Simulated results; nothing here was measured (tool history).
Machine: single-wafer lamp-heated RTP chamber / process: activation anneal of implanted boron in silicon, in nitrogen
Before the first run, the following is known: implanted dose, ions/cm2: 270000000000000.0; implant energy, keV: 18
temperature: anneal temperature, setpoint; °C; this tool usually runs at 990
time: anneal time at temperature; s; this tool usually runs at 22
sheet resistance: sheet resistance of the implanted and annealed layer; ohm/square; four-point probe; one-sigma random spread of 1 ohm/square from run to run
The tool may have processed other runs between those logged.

run	hour	temperature	time	wafers since the last listed run	wafers since the last pyrometer calibration	wafers since the reflector plate was cleaned	hours since the gauge calibration	read-back reference wafer on the same gauge, sheet resistance	sheet resistance
1	0.0	1007	22	0	475	7627	93.8	396.95	335.03
2	9.1	990	26	146	621	7773	102.9	396.89	339.94
3	27.1	990	26	289	911	8063	120.9	396.93	340.83
4	38.2	990	26	178	1089	8242	132.0	396.96	338.36
5	48.9	990	22	172	1262	8414	142.7	396.86	339.52
6	56.2	990	22	117	1379	8532	150.0	397.41	340.92
7	72.9	990	22	268	1648	8800	166.7	396.82	340.90
8	86.3	990	22	215	1864	9016	180.1	396.61	340.03
9	102.8	976	16	265	2129	9282	196.6	396.58	346.91
10	109.3	990	22	104	2234	9386	203.1	397.29	339.60
11	115.4	990	22	98	2332	9485	209.2	396.89	338.78
# hour 122.8: gauge calibrated
# hour 129.6: reflector plate cleaned
12	130.1	990	22	107	2440	8	7.3	397.77	340.60
13	138.2	990	22	130	2571	139	15.4	397.19	338.91
14	153.4	972	12	244	2815	383	30.6	396.93	350.03
# hour 204.2: pyrometer window cleaned and pyrometer calibrated
15	206.4	990	19	724	35	1108	83.6	396.45	343.32
16	214.4	981	18	128	164	1236	91.6	396.88	349.39
17	229.5	1002	22	243	407	1480	106.7	397.21	337.36
18	244.0	1018	12	233	640	1713	121.2	397.26	336.24
19	251.5	990	22	120	761	1834	128.7	396.98	340.88
20	262.5	990	18	177	938	2011	139.7	396.68	342.44
21	273.2	970	13	172	1110	2183	150.4	396.54	358.26
22	281.7	974	22	136	1247	2320	158.9	397.14	351.90
23	298.2	981	12	265	1513	2586	175.4	396.68	349.83
# hour 313.4: gauge calibrated
24	313.6	1012	27	247	1761	2833	0.2	396.72	336.11

State the hidden condition of the tool at each of the runs:
wafer temperature error from the tarnished reflector plate, K: 0, the same for each run
gauge reads high (%): 0, the same for each run
H1: true wafer temperature minus pyrometer reading, K
run	H1
1	4.23
2	4.73
3	5.71
4	6.31
5	6.89
6	7.29
7	8.19
8	8.92
9	9.82
10	10.2
11	10.5
12	11.3
13	11.7
14	12.6
15	2.11
16	2.54
17	3.37
18	4.15
19	4.56
20	5.16
21	5.74
22	6.2
23	7.1
24	7.94
